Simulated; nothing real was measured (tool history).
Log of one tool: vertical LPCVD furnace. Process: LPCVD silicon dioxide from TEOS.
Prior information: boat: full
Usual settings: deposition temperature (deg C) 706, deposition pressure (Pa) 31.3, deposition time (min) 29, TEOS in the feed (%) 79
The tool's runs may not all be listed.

| run | hour | deposition temperature (deg C) | deposition pressure (Pa) | deposition time (min) | TEOS in the feed (%) | read-back reference wafer on the same gauge, thickness | film thickness on the monitor wafer in the middle of the boat (nm) |
|---|---|---|---|---|---|---|---|
| 1 | 0.0 | 701 | 31.3 | 29 | 79 | 285.94 | 247.60 |
| 2 | 25.8 | 701 | 31.3 | 29 | 79 | 286.00 | 248.40 |
| 3 | 58.3 | 706 | 26.7 | 29 | 79 | 285.99 | 257.98 |
| 4 | 74.0 | 706 | 26.7 | 29 | 79 | 286.08 | 257.43 |
| 5 | 102.3 | 706 | 31.3 | 29 | 68 | 285.85 | 258.65 |
| 6 | 132.6 | 706 | 31.3 | 29 | 79 | 285.92 | 278.92 |
|  | 173.2 | TEOS flow controller replaced |
| 7 | 173.7 | 706 | 31.3 | 29 | 79 | 286.00 | 280.10 |
| 8 | 178.5 | 706 | 31.3 | 29 | 79 | 285.83 | 279.69 |
| 9 | 190.1 | 717 | 26.7 | 29 | 87 | 286.11 | 347.32 |

Expected results for the next run?
| 10 | 214.7 | 706 | 31.3 | 29 | 93 | ? | ? |

Logged for run 10: read-back reference wafer on the same gauge, thickness 286.00, film thickness on the monitor wafer in the middle of the boat (nm) 304.60.
Minus the tool's unlogged condition, the same run would have read film thickness on the monitor wafer in the middle of the boat (nm) 271.29.

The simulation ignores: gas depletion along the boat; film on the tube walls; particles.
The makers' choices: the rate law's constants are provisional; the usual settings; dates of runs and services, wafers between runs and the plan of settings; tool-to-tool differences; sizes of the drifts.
